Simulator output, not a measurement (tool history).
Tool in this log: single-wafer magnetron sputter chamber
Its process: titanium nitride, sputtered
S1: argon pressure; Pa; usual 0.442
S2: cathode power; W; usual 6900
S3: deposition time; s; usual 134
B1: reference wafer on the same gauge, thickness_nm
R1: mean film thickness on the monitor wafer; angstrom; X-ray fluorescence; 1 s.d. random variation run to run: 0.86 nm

run     day     S1    S2   S3       B1       R1
  1   0.000  0.442  6900  134  174.121  1538.44
      1.142  -- sputter target and shields replaced
  2   1.175  0.442  6900  134  173.977  1585.92
  3   1.721  0.442  6900  134  173.998  1577.61
  4   2.567  0.442  6900  134  173.950  1588.74
  5   3.375  0.442  6900  134  174.138  1579.65
  6   3.954  0.442  6900  134  173.944  1587.54
  7   4.725  0.442  6900  134  173.914  1577.88
  8   5.800  0.442  6900  134  174.133  1568.79
  9   6.975  0.442  6900  134  173.922  1559.71
 10   7.900  0.442  6900  134  174.110  1550.07
 11   9.383  0.442  6900  134  174.053  1542.84
     10.083  -- capacitance manometer re-zeroed and calibrated
 12  10.342  0.442  6900  134  174.017  1558.90
 13  11.750  0.442  6900  134  173.842  1540.88
 14  12.288  0.442  6900  134  174.174  1529.95
     13.233  -- sputter target and shields replaced
 15  13.254  0.442  6900  134  173.938  1585.33
 16  14.271  0.442  6900  134  174.225  1580.07
 17  15.758  0.442  6900  134  173.980  1592.22
 18  16.883  0.442  6900  134  174.036  1554.86
 19  18.042  0.368  6900  134  174.115  1616.73
     19.304  -- gauge calibrated
 20  19.462  0.300  6900  144  173.843  1765.17
 21  20.458  0.280  6900  134  174.066  1654.15
 22  21.175  0.442  6300  134  173.912  1453.36
 23  22.804  0.500  5400  119  173.893  1111.43
 24  23.467  0.442  6900  134  174.020  1528.64
     24.117  -- magnet pack replaced
 25  24.375  0.442  5150  124  174.154  1145.72
     25.871  -- sputter target and shields replaced
 26  25.892  0.606  6900  134  174.005  1488.67
 27  27.017  0.577  6900  151  174.018  1695.36
 28  28.288  0.442  6900  154  174.131  1802.75
 29  29.575  0.605  6100  134  174.221  1343.64

For run 30, what comes out?
 30  30.992  0.328  7900  147   ?   ?

For run 30 the tool returned B1 174.129, R1 1982.90 angstrom.
Were there no unlogged condition in the tool, this run, its random variation unchanged, would have produced R1 2011.42 angstrom.
